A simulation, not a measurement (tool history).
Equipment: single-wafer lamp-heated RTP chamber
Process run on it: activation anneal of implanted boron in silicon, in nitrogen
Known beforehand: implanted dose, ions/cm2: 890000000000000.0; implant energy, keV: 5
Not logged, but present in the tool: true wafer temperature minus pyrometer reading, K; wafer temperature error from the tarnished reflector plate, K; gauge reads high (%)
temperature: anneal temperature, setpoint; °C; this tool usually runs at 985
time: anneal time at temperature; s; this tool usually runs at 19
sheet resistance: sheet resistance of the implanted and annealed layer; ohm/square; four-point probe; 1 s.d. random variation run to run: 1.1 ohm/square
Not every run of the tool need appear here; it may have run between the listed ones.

| run | hour | temperature | time | wafers since the last listed run | wafers since the last pyrometer calibration | wafers since the reflector plate was cleaned | hours since the gauge calibration | read-back reference wafer on the same gauge, sheet resistance | sheet resistance |
|---|---|---|---|---|---|---|---|---|---|
| 1 | 0 | 971 | 19 | 0 | 3033 | 1180 | 102 | 188.48 | 193.61 |
|  | 11.5 | pyrometer window cleaned and pyrometer calibrated |
| 2 | 12 | 971 | 19 | 88 | 12 | 1268 | 114 | 189.14 | 202.56 |
| 3 | 17.7 | 971 | 19 | 125 | 137 | 1393 | 119.7 | 188.86 | 200.19 |
| 4 | 32.5 | 985 | 19 | 326 | 464 | 1720 | 134.5 | 189.24 | 182.66 |
| 5 | 45.6 | 985 | 19 | 288 | 752 | 2009 | 147.6 | 188.73 | 184.1 |
| 6 | 55.3 | 968 | 19 | 213 | 966 | 2223 | 157.3 | 188.44 | 197.95 |
| 7 | 70.7 | 968 | 19 | 339 | 1306 | 2562 | 172.7 | 189.11 | 198.76 |
| 8 | 86.5 | 968 | 19 | 348 | 1654 | 2911 | 188.5 | 189.19 | 197.12 |
| 9 | 122.7 | 976 | 19 | 798 | 2453 | 3709 | 224.7 | 188.72 | 185.09 |
| 10 | 131.5 | 985 | 19 | 194 | 2647 | 3903 | 233.5 | 189.02 | 180.62 |
| 11 | 139 | 985 | 19 | 165 | 2812 | 4068 | 241 | 189.14 | 179.31 |
|  | 157.3 | pyrometer window cleaned and pyrometer calibrated |
| 12 | 157.8 | 985 | 19 | 238 | 11 | 4306 | 259.8 | 189.13 | 183.67 |
| 13 | 158.2 | 985 | 13 | 8 | 20 | 4315 | 260.2 | 189.3 | 189.56 |
| 14 | 170.3 | 985 | 19 | 266 | 287 | 4582 | 272.3 | 189.05 | 182.19 |
|  | 192 | reflector plate cleaned |
| 15 | 192.5 | 1007 | 14 | 313 | 600 | 10 | 294.5 | 188.7 | 171.6 |
| 16 | 193.6 | 959 | 19 | 24 | 625 | 34 | 295.6 | 188.79 | 214.3 |
| 17 | 200.9 | 985 | 19 | 160 | 785 | 195 | 302.9 | 188.84 | 182.18 |
| 18 | 213.3 | 985 | 19 | 273 | 1059 | 468 | 315.3 | 188.85 | 181.86 |
| 19 | 229.4 | 995 | 19 | 355 | 1414 | 823 | 331.4 | 189.09 | 174.31 |
|  | 237.8 | gauge calibrated |
| 20 | 242.5 | 1001 | 19 | 288 | 1703 | 1112 | 4.7 | 188.84 | 172.76 |
| 21 | 256.7 | 985 | 22 | 313 | 2016 | 1425 | 18.9 | 188.98 | 180.9 |
| 22 | 272.3 | 985 | 19 | 343 | 2360 | 1769 | 34.5 | 188.61 | 180.53 |
| 23 | 279.8 | 964 | 9 | 165 | 2525 | 1935 | 42 | 189 | 215.35 |
| 24 | 290.2 | 972 | 13 | 229 | 2755 | 2164 | 52.4 | 188.91 | 199.31 |
|  | 300.2 | pyrometer window cleaned and pyrometer calibrated |
| 25 | 307.7 | 962 | 19 | 209 | 165 | 2373 | 69.9 | 188.94 | 212.12 |

What if the next run were any one of these 5? Each begins from the tool's condition after run 25:
| A | 308.1 | 1012 | 19 | 8 | 174 | 2382 | 70.3 | ? | ? |
| B | 308.1 | 956 | 26 | 8 | 174 | 2382 | 70.3 | ? | ? |
| C | 308.1 | 1002 | 16 | 8 | 174 | 2382 | 70.3 | ? | ? |
| D | 308.1 | 1007 | 19 | 8 | 174 | 2382 | 70.3 | ? | ? |
| E | 308.1 | 985 | 9 | 8 | 174 | 2382 | 70.3 | ? | ? |

| run | read-back reference wafer on the same gauge, sheet resistance | sheet resistance |
|---|---|---|
| A | 189.08 | 165.74 |
| B | 189.08 | 213.2 |
| C | 189.08 | 173.86 |
| D | 189.08 | 168.58 |
| E | 189.08 | 195.72 |
Without the tool's hidden state the same runs would have given:
| run | sheet resistance |
|---|---|
| A | 167.54 |
| B | 218.68 |
| C | 176 |
| D | 170.5 |
| E | 198.92 |
